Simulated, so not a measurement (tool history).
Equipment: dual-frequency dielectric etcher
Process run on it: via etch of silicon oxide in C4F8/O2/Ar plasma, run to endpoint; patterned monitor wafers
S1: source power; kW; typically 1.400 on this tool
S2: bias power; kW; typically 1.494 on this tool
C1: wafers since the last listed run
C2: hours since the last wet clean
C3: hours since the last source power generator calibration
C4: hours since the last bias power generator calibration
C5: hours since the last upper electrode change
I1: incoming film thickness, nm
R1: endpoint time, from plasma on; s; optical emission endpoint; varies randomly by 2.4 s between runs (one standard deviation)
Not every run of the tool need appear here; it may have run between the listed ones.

Run 1, hour 0.0: usual settings; C1 0; C2 216.2; C3 1871.9; C4 1233.5; C5 3919.2; I1 1935.9. Result: R1 497.4 s.
Run 2, hour 13.6: usual settings; C1 42; C2 229.8; C3 1885.5; C4 1247.1; C5 3932.8; I1 1945.1. Result: R1 500.5 s.
Run 3, hour 34.7: usual settings; C1 65; C2 250.9; C3 1906.6; C4 1268.2; C5 3953.9; I1 1903.2. Result: R1 487.5 s.
Run 4, hour 50.2: usual settings; C1 48; C2 266.4; C3 1922.1; C4 1283.7; C5 3969.4; I1 1902.5. Result: R1 486.7 s.
Run 5, hour 78.9: usual settings; C1 89; C2 295.1; C3 1950.8; C4 1312.4; C5 3998.1; I1 1919.4. Result: R1 486.9 s.
Run 6, hour 98.9: usual settings; C1 62; C2 315.1; C3 1970.8; C4 1332.4; C5 4018.1; I1 1912.1. Result: R1 487.0 s.
Run 7, hour 169.3: usual settings; C1 218; C2 385.5; C3 2041.2; C4 1402.8; C5 4088.5; I1 1910.9. Result: R1 483.7 s.
At hour 286.1: upper electrode replaced, of another model than before.
At hour 307.6: wet clean of the chamber.
Run 8, hour 308.1: usual settings; C1 289; C2 0.5; C3 2180.0; C4 1541.6; C5 22.0; I1 1918.2. Result: R1 505.4 s.
Run 9, hour 308.5: usual settings but S1 1.250 kW; C1 1; C2 0.9; C3 2180.4; C4 1542.0; C5 22.4; I1 1919.2. Result: R1 566.1 s.
Run 10, hour 315.0: usual settings; C1 20; C2 7.4; C3 2186.9; C4 1548.5; C5 28.9; I1 1925.0. Result: R1 508.5 s.
Run 11, hour 333.2: usual settings; C1 56; C2 25.6; C3 2205.1; C4 1566.7; C5 47.1; I1 1914.6. Result: R1 507.9 s.
Run 12, hour 350.0: usual settings but S2 1.613 kW; C1 52; C2 42.4; C3 2221.9; C4 1583.5; C5 63.9; I1 1913.2. Result: R1 499.3 s.
Run 13, hour 384.1: usual settings but S2 1.613 kW; C1 106; C2 76.5; C3 2256.0; C4 1617.6; C5 98.0; I1 1922.0. Result: R1 499.7 s.
Run 14, hour 414.6: usual settings but S2 1.613 kW; C1 94; C2 107.0; C3 2286.5; C4 1648.1; C5 128.5; I1 1912.6. Result: R1 494.3 s.
Run 15, hour 449.4: usual settings but S2 1.693 kW; C1 108; C2 141.8; C3 2321.3; C4 1682.9; C5 163.3; I1 1922.0. Result: R1 489.8 s.
At hour 477.5: source power generator calibrated.
Run 16, hour 485.4: usual settings; C1 99; C2 177.8; C3 7.9; C4 1718.9; C5 199.3; I1 1912.2. Result: R1 500.3 s.
Run 17, hour 510.9: usual settings but S1 1.730 kW, S2 1.278 kW; C1 79; C2 203.3; C3 33.4; C4 1744.4; C5 224.8; I1 1900.4. Result: R1 437.4 s.
Run 18, hour 531.7: usual settings but S1 1.220 kW; C1 64; C2 224.1; C3 54.2; C4 1765.2; C5 245.6; I1 1920.8. Result: R1 562.1 s.
Run 19, hour 557.7: usual settings but S1 1.270 kW, S2 1.702 kW; C1 80; C2 250.1; C3 80.2; C4 1791.2; C5 271.6; I1 1921.0. Result: R1 523.5 s.
At hour 575.5: bias power generator calibrated.
Run 20, hour 588.9: usual settings; C1 84; C2 281.3; C3 111.4; C4 13.4; C5 302.8; I1 1932.4. Result: R1 495.2 s.
Run 21, hour 603.7: usual settings but S2 1.156 kW; C1 46; C2 296.1; C3 126.2; C4 28.2; C5 317.6; I1 1915.4. Result: R1 521.8 s.
Run 22, hour 620.1: usual settings but S1 1.210 kW, S2 1.393 kW; C1 50; C2 312.5; C3 142.6; C4 44.6; C5 334.0; I1 1909.0. Result: R1 567.5 s.
Run 23, hour 643.0: usual settings; C1 71; C2 335.4; C3 165.5; C4 67.5; C5 356.9; I1 1928.3. Result: R1 493.7 s.
Run 24, hour 667.7: usual settings but S1 1.300 kW, S2 1.718 kW; C1 76; C2 360.1; C3 190.2; C4 92.2; C5 381.6; I1 1912.1. Result: R1 504.7 s.
Run 25, hour 694.0: usual settings; C1 81; C2 386.4; C3 216.5; C4 118.5; C5 407.9; I1 1923.5. Result: R1 489.0 s.
Run 26, hour 729.8: usual settings; C1 111; C2 422.2; C3 252.3; C4 154.3; C5 443.7; I1 1930.7. Result: R1 488.6 s.
Run 27, hour 755.3: usual settings but S1 1.750 kW, S2 1.622 kW; C1 79; C2 447.7; C3 277.8; C4 179.8; C5 469.2; I1 1927.0. Result: R1 406.5 s.
Run 28, hour 782.4: usual settings but S1 1.190 kW, S2 1.311 kW; C1 84; C2 474.8; C3 304.9; C4 206.9; C5 496.3; I1 1939.5. Result: R1 585.5 s.
At hour 836.4: wet clean of the chamber.
Run 29, hour 836.9: usual settings but S1 1.220 kW, S2 1.668 kW; C1 94; C2 0.5; C3 359.4; C4 261.4; C5 550.8; I1 1926.7. Result: R1 554.5 s.
Run 30, hour 850.1: usual settings but S1 1.220 kW, S2 1.212 kW; C1 41; C2 13.7; C3 372.6; C4 274.6; C5 564.0; I1 1942.1. Result: R1 600.3 s.
Run 31, hour 880.5: usual settings; C1 94; C2 44.1; C3 403.0; C4 305.0; C5 594.4; I1 1911.1. Result: R1 501.1 s.
Run 32, hour 905.3: usual settings but S1 1.680 kW, S2 1.747 kW; C1 77; C2 68.9; C3 427.8; C4 329.8; C5 619.2; I1 1939.4. Result: R1 424.8 s.
Run 33, hour 924.4: usual settings; C1 59; C2 88.0; C3 446.9; C4 348.9; C5 638.3; I1 1918.1. Result: R1 500.8 s.
Run 34, hour 943.6: usual settings but S2 1.252 kW; C1 59; C2 107.2; C3 466.1; C4 368.1; C5 657.5; I1 1925.6. Result: R1 522.1 s.
Run 35, hour 965.2: usual settings; C1 67; C2 128.8; C3 487.7; C4 389.7; C5 679.1; I1 1927.8. Result: R1 498.6 s.
Run 36, hour 999.0: usual settings; C1 105; C2 162.6; C3 521.5; C4 423.5; C5 712.9; I1 1928.5. Result: R1 498.2 s.

Hidden condition of the tool, last listed run before each entry between runs versus first listed run after:
From run 7 to run 8: upper electrode replaced, of another model than before (hour 286.1); wet clean of the chamber (hour 307.6)
  etch rate over this chamber's usual, %: 4.64 -> -0.474
  measured value less the no-hidden-state value, R1: -22.5 -> +2.4 s
From run 15 to run 16: source power generator calibrated (hour 477.5)
  etch rate over this chamber's usual, %: 1.14 -> 1.56
  measured value less the no-hidden-state value, R1: -5.6 -> -7.8 s
From run 19 to run 20: bias power generator calibrated (hour 575.5)
  etch rate over this chamber's usual, %: 2.38 -> 2.74
  measured value less the no-hidden-state value, R1: -12.5 -> -13.6 s
From run 28 to run 29: wet clean of the chamber (hour 836.4)
  etch rate over this chamber's usual, %: 4.96 -> 0.425
  measured value less the no-hidden-state value, R1: -29.0 -> -2.4 s
